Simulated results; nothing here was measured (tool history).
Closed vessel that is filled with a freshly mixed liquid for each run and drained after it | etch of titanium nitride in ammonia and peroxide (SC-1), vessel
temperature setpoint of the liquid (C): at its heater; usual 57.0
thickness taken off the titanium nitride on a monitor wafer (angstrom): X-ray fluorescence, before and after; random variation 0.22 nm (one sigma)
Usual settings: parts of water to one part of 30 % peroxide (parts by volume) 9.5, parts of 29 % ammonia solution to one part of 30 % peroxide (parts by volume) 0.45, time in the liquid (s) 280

run   hour  temperature setpoint of the liquid (C)  parts of water to one part of 30 % peroxide (parts by volume)  parts of 29 % ammonia solution to one part of 30 % peroxide (parts by volume)  time in the liquid (s)  wafers since the last listed run  hours since the thermometer was replaced  hours since the ammonia flow meter was replaced  hours since the drum of ammonia solution was connected  hours since the gauge calibration  read-back film thickness of the titanium nitride reference wafer, read on the same gauge (nm)  thickness taken off the titanium nitride on a monitor wafer (angstrom)
  1    0.0                                    57.0                                                            9.5                                                                           0.55                     280                                 0                                     181.6                                            657.0                                                   102.7                               11.5                                                                                         150.04                                                                   485.2
  2   30.3                                    57.0                                                            9.5                                                                           0.55                     280                              3381                                     211.9                                            687.3                                                   133.0                               41.8                                                                                         149.97                                                                   488.3
  3   45.2                                    62.0                                                           11.0                                                                           0.30                     235                              1662                                     226.8                                            702.2                                                   147.9                               56.7                                                                                         150.03                                                                   464.5
  4   75.1                                    57.0                                                            9.5                                                                           0.45                     170                              3337                                     256.7                                            732.1                                                   177.8                               86.6                                                                                         149.99                                                                   282.1
  5  114.3                                    57.0                                                            9.5                                                                           0.45                     280                              4375                                     295.9                                            771.3                                                   217.0                              125.8                                                                                         149.98                                                                   465.1
     130.9  -- ammonia flow meter replaced
  6  143.0                                    57.0                                                            9.5                                                                           0.45                     280                              3091                                     324.6                                             12.1                                                   245.7                              154.5                                                                                         149.99                                                                   473.2
  7  157.1                                    57.0                                                            9.5                                                                           0.45                     280                              1573                                     338.7                                             26.2                                                   259.8                              168.6                                                                                         150.03                                                                   470.2
  8  180.2                                    60.5                                                            7.5                                                                           0.25                     190                              2578                                     361.8                                             49.3                                                   282.9                              191.7                                                                                         149.94                                                                   408.4
  9  196.5                                    60.5                                                            7.0                                                                           0.25                     400                              1819                                     378.1                                             65.6                                                   299.2                              208.0                                                                                         150.00                                                                   900.6
 10  216.0                                    57.0                                                            9.5                                                                           0.25                     405                              2176                                     397.6                                             85.1                                                   318.7                              227.5                                                                                         149.99                                                                   614.4
 11  230.8                                    54.0                                                            9.5                                                                           0.45                     280                              1651                                     412.4                                             99.9                                                   333.5                              242.3                                                                                         150.03                                                                   382.0
     239.5  -- new drum of ammonia solution connected
 12  258.6                                    57.0                                                            9.5                                                                           0.45                     280                              2991                                     440.2                                            127.7                                                    19.1                              270.1                                                                                         150.06                                                                   467.1
 13  270.7                                    63.0                                                            9.5                                                                           0.45                     150                              1350                                     452.3                                            139.8                                                    31.2                              282.2                                                                                         150.03                                                                   372.8
 14  290.4                                    52.0                                                           12.5                                                                           0.35                     280                              2198                                     472.0                                            159.5                                                    50.9                              301.9                                                                                         149.94                                                                   277.1
 15  321.5                                    66.5                                                            6.5                                                                           0.45                     280                              3470                                     503.1                                            190.6                                                    82.0                              333.0                                                                                         149.97                                                                  1043.2
 16  342.5                                    57.0                                                            9.5                                                                           0.45                     280                              2343                                     524.1                                            211.6                                                   103.0                              354.0                                                                                         150.03                                                                   464.7
     368.6  -- thermometer replaced
 17  371.0                                    48.0                                                            6.0                                                                           0.45                     215                              3069                                       2.4                                            240.1                                                   131.5                              382.5                                                                                         149.99                                                                   248.8
 18  390.2                                    47.0                                                           13.0                                                                           0.35                     450                              2142                                      21.6                                            259.3                                                   150.7                              401.7                                                                                         149.99                                                                   311.7
 19  421.0                                    60.5                                                            7.0                                                                           0.25                     400                              3437                                      52.4                                            290.1                                                   181.5                              432.5                                                                                         150.04                                                                   907.3
 20  437.5                                    48.5                                                            7.0                                                                           0.50                     235                              1841                                      68.9                                            306.6                                                   198.0                              449.0                                                                                         149.97                                                                   264.7
 21  461.7                                    63.0                                                            9.5                                                                           0.45                     150                              2700                                      93.1                                            330.8                                                   222.2                              473.2                                                                                         149.99                                                                   379.9
 22  480.5                                    50.5                                                            9.5                                                                           0.45                     280                              2098                                     111.9                                            349.6                                                   241.0                              492.0                                                                                         150.01                                                                   305.9
 23  494.2                                    57.0                                                            9.5                                                                           0.45                     335                              1529                                     125.6                                            363.3                                                   254.7                              505.7                                                                                         149.98                                                                   564.1
 24  512.2                                    51.0                                                            9.5                                                                           0.45                     280                              2008                                     143.6                                            381.3                                                   272.7                              523.7                                                                                         150.00                                                                   313.7
 25  534.7                                    66.0                                                            5.0                                                                           0.50                     330                              2511                                     166.1                                            403.8                                                   295.2                              546.2                                                                                         150.02                                                                  1392.3
     536.9  -- gauge calibrated
 26  563.5                                    48.5                                                            7.0                                                                           0.50                     235                              3214                                     194.9                                            432.6                                                   324.0                               26.6                                                                                         150.02                                                                   261.4
 27  588.4                                    57.0                                                            9.5                                                                           0.45                     360                              2779                                     219.8                                            457.5                                                   348.9                               51.5                                                                                         149.99                                                                   600.6

4 ways to go on from here, each from the tool as it stands after run 27. What would each give?
  A  589.1                                    57.0                                                            9.5                                                                           0.45                     325                                78                                     220.5                                            458.2                                                   349.6                               52.2                                                                                              ?                                                                       ?
  B  589.1                                    62.5                                                           13.0                                                                           0.45                     280                                78                                     220.5                                            458.2                                                   349.6                               52.2                                                                                              ?                                                                       ?
  C  589.1                                    57.0                                                           11.0                                                                           0.50                     280                                78                                     220.5                                            458.2                                                   349.6                               52.2                                                                                              ?                                                                       ?
  D  589.1                                    57.0                                                            9.5                                                                           0.45                     130                                78                                     220.5                                            458.2                                                   349.6                               52.2                                                                                              ?                                                                       ?

run  read-back film thickness of the titanium nitride reference wafer, read on the same gauge (nm)  thickness taken off the titanium nitride on a monitor wafer (angstrom)
  A                                                                                         150.01                                                                   545.8
  B                                                                                         150.01                                                                   571.3
  C                                                                                         150.01                                                                   443.5
  D                                                                                         150.01                                                                   218.3
Without the tool's hidden state the same runs would have given:
run  thickness taken off the titanium nitride on a monitor wafer (angstrom)
  A                                                                   563.9
  B                                                                   590.3
  C                                                                   458.3
  D                                                                   225.6
